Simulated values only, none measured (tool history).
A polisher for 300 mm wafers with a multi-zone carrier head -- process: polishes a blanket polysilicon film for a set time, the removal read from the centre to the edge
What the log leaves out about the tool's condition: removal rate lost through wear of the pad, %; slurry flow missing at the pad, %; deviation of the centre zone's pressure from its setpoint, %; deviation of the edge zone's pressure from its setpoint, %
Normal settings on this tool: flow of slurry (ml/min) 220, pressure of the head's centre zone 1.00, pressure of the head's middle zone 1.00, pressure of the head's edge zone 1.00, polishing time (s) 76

run   hour  flow of slurry (ml/min)  pressure of the head's centre zone  pressure of the head's middle zone  pressure of the head's edge zone  polishing time (s)  wafers since the last listed run  wafers polished on this pad  hours since the slurry nozzle was cleaned  hours since the centre zone pressure was calibrated  hours since the edge zone pressure was calibrated  hours since the carrier head's membrane was replaced  incoming thickness of the incoming film, nm  film removed at the wafer's centre (angstrom)  film removed at mid-radius (angstrom)  film removed at the wafer's edge (angstrom)
  1    0.0                      220                                1.00                                1.09                              1.00                  76                                 0                          929                                      576.7                                                872.2                                              202.8                                                 678.5                                       2236.1                                           6577                                   6884                                         6414
  2   17.9                      220                                1.00                                1.00                              1.00                  76                               268                         1198                                      594.6                                                890.1                                              220.7                                                 696.4                                       2226.1                                           6519                                   6350                                         6433
  3   27.3                      220                                1.00                                1.00                              1.00                  76                               140                         1338                                      604.0                                                899.5                                              230.1                                                 705.8                                       2222.3                                           6366                                   6448                                         6299
      36.9  -- worn pad replaced by a new one
  4   56.6                      220                                1.00                                1.00                              1.00                  76                               379                          295                                      633.3                                                928.8                                              259.4                                                 735.1                                       2209.4                                           6841                                   6757                                         6747
  5   69.6                      220                                1.00                                1.00                              1.00                  76                               194                          490                                      646.3                                                941.8                                              272.4                                                 748.1                                       2170.7                                           6722                                   6682                                         6712
  6   80.4                      220                                1.00                                1.00                              1.00                  76                               161                          652                                      657.1                                                952.6                                              283.2                                                 758.9                                       2190.9                                           6694                                   6644                                         6596
  7   91.4                      220                                1.00                                1.00                              1.00                  76                               164                          817                                      668.1                                                963.6                                              294.2                                                 769.9                                       2212.6                                           6642                                   6611                                         6604
  8  103.7                      220                                1.00                                1.00                              1.06                  76                               184                         1001                                      680.4                                                975.9                                              306.5                                                 782.2                                       2222.7                                           6621                                   6508                                         6683
  9  118.4                      220                                1.00                                1.00                              1.00                  76                               220                         1221                                      695.1                                                990.6                                              321.2                                                 796.9                                       2232.0                                           6368                                   6437                                         6466
     130.3  -- worn pad replaced by a new one
 10  136.1                      220                                1.00                                1.00                              1.00                  76                               205                           86                                      712.8                                               1008.3                                              338.9                                                 814.6                                       2189.4                                           6021                                   6154                                         6192
     181.0  -- slurry nozzle cleaned
     186.9  -- worn pad replaced by a new one, repeated, since the last time left the tool worse
 11  187.4                      220                                0.95                                0.90                              1.06                  94                               693                            8                                        6.4                                               1059.6                                              390.2                                                 865.9                                       2201.6                                           8141                                   7937                                         8663
     201.3  -- edge zone pressure recalibrated
     202.5  -- carrier head's membrane replaced by a new one
 12  203.0                      220                                0.91                                1.00                              0.88                  76                               186                          195                                       22.0                                               1075.2                                                1.7                                                   0.5                                       2232.9                                           6244                                   6778                                         6454
 13  205.5                      220                                1.00                                1.03                              1.00                  76                                37                          232                                       24.5                                               1077.7                                                4.2                                                   3.0                                       2250.3                                           6851                                   6772                                         6755
     212.0  -- centre zone pressure recalibrated
 14  217.5                      220                                0.92                                1.00                              1.00                  76                               149                          382                                       36.5                                                  5.5                                               16.2                                                  15.0                                       2221.2                                           6314                                   6657                                         6659
 15  245.7                      220                                0.92                                1.00                              0.95                  83                               422                          804                                       64.7                                                 33.7                                               44.4                                                  43.2                                       2224.9                                           6649                                   7134                                         6855
 16  253.2                      220                                0.92                                1.00                              0.95                  83                               112                          917                                       72.2                                                 41.2                                               51.9                                                  50.7                                       2218.3                                           6502                                   7194                                         6927
 17  260.9                      220                                1.00                                1.00                              1.00                  76                               115                         1032                                       79.9                                                 48.9                                               59.6                                                  58.4                                       2194.9                                           6557                                   6362                                         6554
     273.7  -- worn pad replaced by a new one
 18  277.1                      280                                0.91                                1.00                              1.00                  91                               182                           50                                       96.1                                                 65.1                                               75.8                                                  74.6                                       2223.8                                           7868                                   8483                                         8518
 19  294.2                      220                                1.00                                1.11                              0.97                  76                               256                          306                                      113.2                                                 82.2                                               92.9                                                  91.7                                       2216.2                                           6805                                   7243                                         6691
 20  308.4                      260                                1.00                                0.91                              1.00                  76                               212                          519                                      127.4                                                 96.4                                              107.1                                                 105.9                                       2260.0                                           6851                                   6443                                         6819
 21  321.2                      240                                1.05                                1.00                              1.00                  93                               191                          711                                      140.2                                                109.2                                              119.9                                                 118.7                                       2190.4                                           8877                                   8138                                         8310

4 ways to go on from here, each from the tool as it stands after run 21. What would each give?
  A  321.6                      255                                1.00                                1.00                              1.00                  76                                 5                          717                                      140.6                                                109.6                                              120.3                                                 119.1                                       2210.6                                              ?                                      ?                                            ?
  B  321.6                      220                                1.00                                1.00                              1.00                  59                                 5                          717                                      140.6                                                109.6                                              120.3                                                 119.1                                       2210.6                                              ?                                      ?                                            ?
  C  321.6                      185                                1.09                                1.00                              0.96                  57                                 5                          717                                      140.6                                                109.6                                              120.3                                                 119.1                                       2210.6                                              ?                                      ?                                            ?
  D  321.6                      290                                1.00                                0.92                              1.00                  76                                 5                          717                                      140.6                                                109.6                                              120.3                                                 119.1                                       2210.6                                              ?                                      ?                                            ?

run  film removed at the wafer's centre (angstrom)  film removed at mid-radius (angstrom)  film removed at the wafer's edge (angstrom)
  A                                           6866                                   6783                                         6723
  B                                           5237                                   5183                                         5157
  C                                           5345                                   4903                                         4811
  D                                           6959                                   6522                                         6792
Take away the tool's hidden state, keep each run's random variation, and the runs would have read:
run  film removed at the wafer's centre (angstrom)  film removed at mid-radius (angstrom)  film removed at the wafer's edge (angstrom)
  A                                           7132                                   7046                                         6983
  B                                           5440                                   5385                                         5357
  C                                           5553                                   5094                                         4998
  D                                           7229                                   6775                                         7055

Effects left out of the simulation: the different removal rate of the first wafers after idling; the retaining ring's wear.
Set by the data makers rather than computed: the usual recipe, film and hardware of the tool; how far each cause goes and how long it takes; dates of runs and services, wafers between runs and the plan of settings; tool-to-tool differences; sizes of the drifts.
